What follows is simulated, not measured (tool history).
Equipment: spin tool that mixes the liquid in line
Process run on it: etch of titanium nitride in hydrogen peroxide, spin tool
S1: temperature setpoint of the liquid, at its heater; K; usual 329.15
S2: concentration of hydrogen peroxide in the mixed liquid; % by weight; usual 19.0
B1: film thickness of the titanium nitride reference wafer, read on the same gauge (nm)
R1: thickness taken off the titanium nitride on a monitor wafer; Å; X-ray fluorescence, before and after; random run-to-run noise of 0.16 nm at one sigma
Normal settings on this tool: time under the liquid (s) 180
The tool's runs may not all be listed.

run 1 hour=0.0 | S1=335.65 S2=16.5 time_under_the_liquid_(s)=180 | B1=130.01 | R1=252.1
run 2 hour=7.7 | S1=335.65 S2=16.5 time_under_the_liquid_(s)=180 | B1=129.98 | R1=253.3
run 3 hour=19.0 | S1=334.65 S2=21.5 time_under_the_liquid_(s)=180 | B1=129.99 | R1=249.8
run 4 hour=30.3 | S1=334.65 S2=21.5 time_under_the_liquid_(s)=180 | B1=130.02 | R1=248.2
run 5 hour=39.6 | S1=334.65 S2=21.5 time_under_the_liquid_(s)=180 | B1=130.02 | R1=249.4
run 6 hour=56.7 | S1=329.15 S2=19.0 time_under_the_liquid_(s)=260 | B1=129.98 | R1=237.1
run 7 hour=64.7 | S1=329.15 S2=19.0 time_under_the_liquid_(s)=260 | B1=129.99 | R1=237.2
-- hour=68.0 gauge calibrated
-- hour=68.3 peroxide flow meter replaced
run 8 hour=77.6 | S1=329.15 S2=19.0 time_under_the_liquid_(s)=260 | B1=130.00 | R1=233.3
run 9 hour=88.4 | S1=322.65 S2=20.5 time_under_the_liquid_(s)=145 | B1=130.00 | R1=82.1
-- hour=96.4 heated supply line repaired
run 10 hour=96.8 | S1=329.15 S2=19.0 time_under_the_liquid_(s)=180 | B1=130.01 | R1=229.8
run 11 hour=110.8 | S1=329.15 S2=19.0 time_under_the_liquid_(s)=180 | B1=130.01 | R1=228.0
-- hour=124.8 thermometer replaced
run 12 hour=125.3 | S1=332.15 S2=19.0 time_under_the_liquid_(s)=180 | B1=130.00 | R1=278.8
-- hour=131.7 new drum of peroxide connected
run 13 hour=140.0 | S1=320.15 S2=14.0 time_under_the_liquid_(s)=180 | B1=130.01 | R1=111.1
run 14 hour=150.1 | S1=329.15 S2=24.5 time_under_the_liquid_(s)=235 | B1=130.00 | R1=310.8
run 15 hour=196.4 | S1=335.15 S2=19.0 time_under_the_liquid_(s)=180 | B1=130.01 | R1=334.9
run 16 hour=202.6 | S1=329.15 S2=19.0 time_under_the_liquid_(s)=180 | B1=130.00 | R1=223.9

Alternative continuations, all from the tool just after run 16; predict every row:
run A hour=203.1 | S1=329.15 S2=19.0 time_under_the_liquid_(s)=180 | B1=? | R1=?
run B hour=203.1 | S1=336.15 S2=20.5 time_under_the_liquid_(s)=145 | B1=? | R1=?
run C hour=203.1 | S1=322.65 S2=19.0 time_under_the_liquid_(s)=180 | B1=? | R1=?
run D hour=203.1 | S1=335.65 S2=19.0 time_under_the_liquid_(s)=180 | B1=? | R1=?
run E hour=203.1 | S1=321.65 S2=15.0 time_under_the_liquid_(s)=110 | B1=? | R1=?

run=A B1=130.02 R1=221.4
run=B B1=130.02 R1=292.4
run=C B1=130.02 R1=139.4
run=D B1=130.02 R1=345.3
run=E B1=130.02 R1=75.3
The same runs, with their run-to-run variation unchanged, on a tool lacking any hidden condition would have given:
run=A R1=226.4
run=B R1=298.7
run=C R1=142.7
run=D R1=352.8
run=E R1=77.1
